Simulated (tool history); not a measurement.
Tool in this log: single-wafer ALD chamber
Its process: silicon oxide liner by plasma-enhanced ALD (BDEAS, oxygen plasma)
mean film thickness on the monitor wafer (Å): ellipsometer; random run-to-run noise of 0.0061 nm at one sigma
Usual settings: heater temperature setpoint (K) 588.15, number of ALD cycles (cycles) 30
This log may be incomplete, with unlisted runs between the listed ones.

run,day,heater temperature setpoint (K),number of ALD cycles (cycles),wafers since the last listed run,hours since the last thermocouple change,hours since the gauge calibration,"read-back reference wafer on the same gauge, thickness_nm",mean film thickness on the monitor wafer (Å)
1,0,591.15,30,0,1746.3,655,2.749,24.17
2,4.033,591.15,30,899,1843.1,751.8,2.75,24.1
3,5.533,591.15,30,334,1879.1,787.8,2.75,24.23
4,8.408,588.15,30,641,1948.1,856.8,2.749,24.37
5,12.538,588.15,30,921,2047.2,955.9,2.749,24.22
6,15.992,588.15,30,770,2130.1,1038.8,2.752,24.27
7,20.121,588.15,30,921,2229.2,1137.9,2.749,24.28
8,23.8,588.15,30,820,2317.5,1226.2,2.749,24.34
# day 24.604: thermocouple changed; heater temperature recalibrated
9,27,588.15,30,639,57.5,1303,2.749,24.37
10,37.146,588.15,30,2263,301,1546.5,2.749,24.24
11,38.921,588.15,30,395,343.6,1589.1,2.75,24.29
12,42.4,588.15,30,776,427.1,1672.6,2.752,24.32
13,44.062,580.15,28,370,467,1712.5,2.749,22.99
14,46.958,581.15,34,646,536.5,1782,2.75,27.81
15,48.7,588.15,35,388,578.3,1823.8,2.749,28.44
# day 50.154: gauge calibrated
16,52.7,599.15,30,892,674.3,61.1,2.751,23.94
17,55.896,578.15,27,712,751,137.8,2.752,22.24
18,60.333,602.15,30,989,857.5,244.3,2.75,23.88
19,63.162,602.15,24,631,925.4,312.2,2.749,19.01
20,66.108,588.15,35,657,996.1,382.9,2.749,28.44
21,68.658,588.15,30,568,1057.3,444.1,2.749,24.31
22,72.996,602.15,27,967,1161.4,548.2,2.75,21.5
23,75.846,598.15,34,635,1229.8,616.6,2.749,27.29

3 options for the next run, each taken on its own from the tool as it stands now. Forecast them:
A,75.862,579.15,30,3,1230.2,617,?,?
B,75.862,575.15,30,3,1230.2,617,?,?
C,75.862,574.15,25,3,1230.2,617,?,?

run,"read-back reference wafer on the same gauge, thickness_nm",mean film thickness on the monitor wafer (Å)
A,2.75,24.55
B,2.75,24.68
C,2.75,20.59
With the hidden condition removed and each run's random variation left untouched, the same runs would have given:
run,mean film thickness on the monitor wafer (Å)
A,24.55
B,24.68
C,20.59
